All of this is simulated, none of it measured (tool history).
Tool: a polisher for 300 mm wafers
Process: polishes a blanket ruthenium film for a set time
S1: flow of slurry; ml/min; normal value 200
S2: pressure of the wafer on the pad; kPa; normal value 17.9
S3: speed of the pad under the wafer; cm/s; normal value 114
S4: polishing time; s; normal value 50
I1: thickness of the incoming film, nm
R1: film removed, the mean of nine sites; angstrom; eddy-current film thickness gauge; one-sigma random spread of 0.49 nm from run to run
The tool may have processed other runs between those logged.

run,hour,S1,S2,S3,S4,I1,R1
1,0,200,17.9,114,50,524.2,772
# hour 44.3: head pressure recalibrated
2,159.2,200,17.9,92,50,541.9,615
3,218.6,200,17.9,92,50,537.1,609
# hour 270.2: worn pad replaced by a new one
4,290.4,200,17.9,92,50,530.3,620
5,350.6,200,17.9,114,50,521,700
# hour 409.7: slurry nozzle cleaned
6,425.3,175,17.9,114,50,531.5,737
7,510.4,200,17.9,128,50,525.6,816
# hour 578.2: head pressure recalibrated
8,599.9,200,15.9,114,36,519.8,455
# hour 611.3: worn pad replaced by a new one
9,645.9,200,15.9,114,36,535.3,453
10,730.8,200,15.9,114,36,536.8,453
11,779.7,200,17.9,132,50,529.3,787
12,824.5,200,12.4,126,50,528.2,532
# hour 912.7: worn pad replaced by a new one
13,922.7,200,20.7,76,43,528.3,579
# hour 1016.3: head pressure recalibrated
14,1032.3,200,17.9,114,50,532.3,697
# hour 1076.9: slurry nozzle cleaned
15,1109.7,230,17.9,114,50,529.2,742
16,1194.3,140,13.1,102,50,526,477
# hour 1236.4: worn pad replaced by a new one
17,1255.1,200,17.9,90,43,526.6,548
18,1294.4,200,17.9,134,50,525.1,818
19,1352,255,23.4,84,50,538.9,846
20,1398.4,200,15.2,114,50,536.7,634
21,1461.2,200,17.9,92,50,530.1,676
# hour 1476.1: head pressure recalibrated
22,1518.2,200,20.7,114,50,529.7,808
# hour 1537.8: worn pad replaced by a new one
23,1564.6,260,17.9,92,50,536.3,636

Here are 4 independent what-if runs from the current tool condition. What would each one return?
A,1565,225,17.9,114,50,540.1,?
B,1565,160,17.9,144,50,540.1,?
C,1565,270,13.1,148,42,540.1,?
D,1565,260,22.8,136,45,540.1,?

run,R1
A,706
B,781
C,522
D,916
With the hidden condition removed and each run's random variation left untouched, the same runs would have given:
run,R1
A,730
B,815
C,537
D,943

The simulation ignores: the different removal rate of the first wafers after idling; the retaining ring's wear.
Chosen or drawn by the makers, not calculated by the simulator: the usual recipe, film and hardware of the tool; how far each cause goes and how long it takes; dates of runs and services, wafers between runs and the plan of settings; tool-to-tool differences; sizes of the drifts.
